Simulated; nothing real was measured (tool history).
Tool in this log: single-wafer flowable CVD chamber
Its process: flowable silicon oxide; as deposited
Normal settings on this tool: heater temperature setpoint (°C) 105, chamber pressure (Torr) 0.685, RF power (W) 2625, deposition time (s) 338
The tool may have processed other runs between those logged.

run,hour,heater temperature setpoint (°C),chamber pressure (Torr),RF power (W),deposition time (s),"read-back reference wafer on the same gauge, thickness_nm",mean film thickness on the monitor wafer (angstrom)
1,0.0,111,0.685,2625,338,139.883,1083.15
2,36.0,105,0.685,2625,338,139.736,1301.50
3,53.9,105,0.685,2625,338,140.001,1299.49
4,79.1,105,0.685,2625,338,140.040,1292.25
5,108.9,105,0.685,2625,338,140.257,1295.99
6,159.7,105,0.685,2625,338,140.253,1298.13
7,183.9,105,0.685,2625,338,140.207,1296.18
8,203.4,105,0.685,2625,338,140.197,1294.17
9,231.3,105,0.685,2625,338,139.777,1293.57
10,257.1,105,0.685,2325,338,139.878,1247.36
# hour 286.2: thermocouple changed; heater temperature recalibrated
11,290.8,105,0.685,2325,338,140.101,1258.66
12,352.0,105,0.685,2325,338,139.855,1245.33
13,381.5,105,0.685,2625,338,139.914,1285.67
14,399.9,99,0.514,2380,313,139.908,1047.73
15,412.8,115,0.685,2625,403,140.313,1134.74
16,432.0,105,0.828,2495,338,139.792,1523.73

Run 17 has not been measured yet. What should we expect?
17,451.9,111,0.685,2625,338,?,?

read-back reference wafer on the same gauge, thickness_nm: 139.764
mean film thickness on the monitor wafer (angstrom): 1071.79
With the hidden condition absent and the run-to-run variation left alone, this run would have shown mean film thickness on the monitor wafer (angstrom) 1142.84.
